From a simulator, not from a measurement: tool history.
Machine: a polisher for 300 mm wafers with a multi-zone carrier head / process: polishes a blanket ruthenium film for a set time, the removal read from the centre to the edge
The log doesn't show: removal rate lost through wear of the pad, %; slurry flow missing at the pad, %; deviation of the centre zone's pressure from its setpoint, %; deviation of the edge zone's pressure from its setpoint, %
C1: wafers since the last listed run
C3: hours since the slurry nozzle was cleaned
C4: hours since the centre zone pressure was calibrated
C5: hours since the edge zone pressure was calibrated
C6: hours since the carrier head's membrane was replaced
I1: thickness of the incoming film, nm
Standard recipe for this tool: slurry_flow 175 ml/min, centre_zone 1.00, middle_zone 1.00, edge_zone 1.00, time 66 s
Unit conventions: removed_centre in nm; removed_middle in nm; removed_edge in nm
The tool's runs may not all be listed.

Run 1, hour 0.0: usual settings; C1 0; wafers polished on this pad 304; C3 634.4; C4 894.3; C5 616.0; C6 571.6; I1 309.7. Result: removed_centre 69.4 nm, removed_middle 70.6 nm, removed_edge 73.4 nm.
Run 2, hour 31.4: usual settings; C1 184; wafers polished on this pad 489; C3 665.8; C4 925.7; C5 647.4; C6 603.0; I1 308.7. Result: removed_centre 69.7 nm, removed_middle 70.3 nm, removed_edge 75.5 nm.
Run 3, hour 49.6: usual settings; C1 107; wafers polished on this pad 596; C3 684.0; C4 943.9; C5 665.6; C6 621.2; I1 310.2. Result: removed_centre 69.9 nm, removed_middle 70.2 nm, removed_edge 75.3 nm.
At hour 75.8: worn pad replaced by a new one.
Run 4, hour 76.3: usual settings; C1 133; wafers polished on this pad 2; C3 710.7; C4 970.6; C5 692.3; C6 647.9; I1 309.2. Result: removed_centre 67.6 nm, removed_middle 69.5 nm, removed_edge 74.5 nm.
Run 5, hour 103.1: usual settings; C1 157; wafers polished on this pad 160; C3 737.5; C4 997.4; C5 719.1; C6 674.7; I1 312.9. Result: removed_centre 69.2 nm, removed_middle 69.7 nm, removed_edge 73.5 nm.
Run 6, hour 116.6: usual settings; C1 79; wafers polished on this pad 240; C3 751.0; C4 1010.9; C5 732.6; C6 688.2; I1 314.4. Result: removed_centre 69.4 nm, removed_middle 69.5 nm, removed_edge 75.1 nm.
At hour 144.9: edge zone pressure recalibrated.
Run 7, hour 146.9: usual settings but middle_zone 0.94, time 49 s; C1 166; wafers polished on this pad 406; C3 781.3; C4 1041.2; C5 2.0; C6 718.5; I1 313.6. Result: removed_centre 50.9 nm, removed_middle 49.5 nm, removed_edge 54.6 nm.
Run 8, hour 178.3: usual settings but middle_zone 0.94, time 49 s; C1 184; wafers polished on this pad 591; C3 812.7; C4 1072.6; C5 33.4; C6 749.9; I1 304.4. Result: removed_centre 51.4 nm, removed_middle 49.1 nm, removed_edge 53.6 nm.
At hour 180.3: centre zone pressure recalibrated.
Run 9, hour 199.2: usual settings but middle_zone 0.94, time 49 s; C1 111; wafers polished on this pad 703; C3 833.6; C4 18.9; C5 54.3; C6 770.8; I1 310.9. Result: removed_centre 51.0 nm, removed_middle 49.8 nm, removed_edge 55.3 nm.
At hour 204.3: worn pad replaced by a new one.
Run 10, hour 224.1: usual settings but edge_zone 1.10, time 85 s; C1 123; wafers polished on this pad 116; C3 858.5; C4 43.8; C5 79.2; C6 795.7; I1 310.3. Result: removed_centre 88.4 nm, removed_middle 89.6 nm, removed_edge 97.8 nm.
Run 11, hour 252.6: usual settings but centre_zone 1.05, middle_zone 1.05, edge_zone 1.04; C1 167; wafers polished on this pad 284; C3 887.0; C4 72.3; C5 107.7; C6 824.2; I1 310.8. Result: removed_centre 71.6 nm, removed_middle 71.4 nm, removed_edge 74.1 nm.
Run 12, hour 284.7: usual settings; C1 189; wafers polished on this pad 473; C3 919.1; C4 104.4; C5 139.8; C6 856.3; I1 309.2. Result: removed_centre 68.6 nm, removed_middle 68.6 nm, removed_edge 73.2 nm.
At hour 295.6: carrier head's membrane replaced by a new one.
Run 13, hour 308.0: usual settings but edge_zone 1.04; C1 107; wafers polished on this pad 581; C3 942.4; C4 127.7; C5 163.1; C6 12.4; I1 314.2. Result: removed_centre 70.0 nm, removed_middle 70.2 nm, removed_edge 75.3 nm.
At hour 320.8: slurry nozzle cleaned.
At hour 329.5: worn pad replaced by a new one.
Run 14, hour 330.4: usual settings but middle_zone 0.94, time 49 s; C1 102; wafers polished on this pad 5; C3 9.6; C4 150.1; C5 185.5; C6 34.8; I1 316.9. Result: removed_centre 57.7 nm, removed_middle 55.4 nm, removed_edge 59.1 nm.
Run 15, hour 363.8: usual settings but slurry_flow 135 ml/min, edge_zone 0.89, time 57 s; C1 196; wafers polished on this pad 202; C3 43.0; C4 183.5; C5 218.9; C6 68.2; I1 314.7. Result: removed_centre 63.3 nm, removed_middle 62.6 nm, removed_edge 63.9 nm.
Run 16, hour 393.2: usual settings but middle_zone 0.93, edge_zone 1.11; C1 173; wafers polished on this pad 375; C3 72.4; C4 212.9; C5 248.3; C6 97.6; I1 315.4. Result: removed_centre 77.1 nm, removed_middle 70.9 nm, removed_edge 82.4 nm.
Run 17, hour 437.6: usual settings but middle_zone 1.05; C1 261; wafers polished on this pad 636; C3 116.8; C4 257.3; C5 292.7; C6 142.0; I1 310.6. Result: removed_centre 77.2 nm, removed_middle 78.7 nm, removed_edge 78.1 nm.
At hour 450.2: worn pad replaced by a new one.
Run 18, hour 472.8: usual settings; C1 183; wafers polished on this pad 133; C3 152.0; C4 292.5; C5 327.9; C6 177.2; I1 312.2. Result: removed_centre 75.1 nm, removed_middle 75.3 nm, removed_edge 78.5 nm.

Each row is a separate what-if for the run after 18, all from the same tool condition, not one after another. Results?
Run A, hour 473.2: usual settings but time 79 s; C1 2; wafers polished on this pad 135; C3 152.4; C4 292.9; C5 328.3; C6 177.6; I1 315.8. Result: removed_centre ?, removed_middle ?, removed_edge ?.
Run B, hour 473.2: usual settings but middle_zone 0.95, time 50 s; C1 2; wafers polished on this pad 135; C3 152.4; C4 292.9; C5 328.3; C6 177.6; I1 315.8. Result: removed_centre ?, removed_middle ?, removed_edge ?.
Run C, hour 473.2: usual settings but centre_zone 1.05, middle_zone 0.90, time 56 s; C1 2; wafers polished on this pad 135; C3 152.4; C4 292.9; C5 328.3; C6 177.6; I1 315.8. Result: removed_centre ?, removed_middle ?, removed_edge ?.
Run D, hour 473.2: usual settings but centre_zone 1.12, middle_zone 0.96, edge_zone 0.96; C1 2; wafers polished on this pad 135; C3 152.4; C4 292.9; C5 328.3; C6 177.6; I1 315.8. Result: removed_centre ?, removed_middle ?, removed_edge ?.
Run E, hour 473.2: usual settings but slurry_flow 210 ml/min, centre_zone 0.89, edge_zone 0.88; C1 2; wafers polished on this pad 135; C3 152.4; C4 292.9; C5 328.3; C6 177.6; I1 315.8. Result: removed_centre ?, removed_middle ?, removed_edge ?.

run  removed_centre  removed_middle  removed_edge
  A            90.1            89.2          94.0
  B            57.0            54.2          59.5
  C            66.9            58.2          66.7
  D            83.9            72.1          77.4
  E            69.9            77.2          77.0
Without the tool's hidden state the same runs would have given:
run  removed_centre  removed_middle  removed_edge
  A            94.2            92.9          96.7
  B            59.6            56.5          61.3
  C            70.0            60.6          68.7
  D            87.8            75.1          79.7
  E            72.6            79.8          78.9
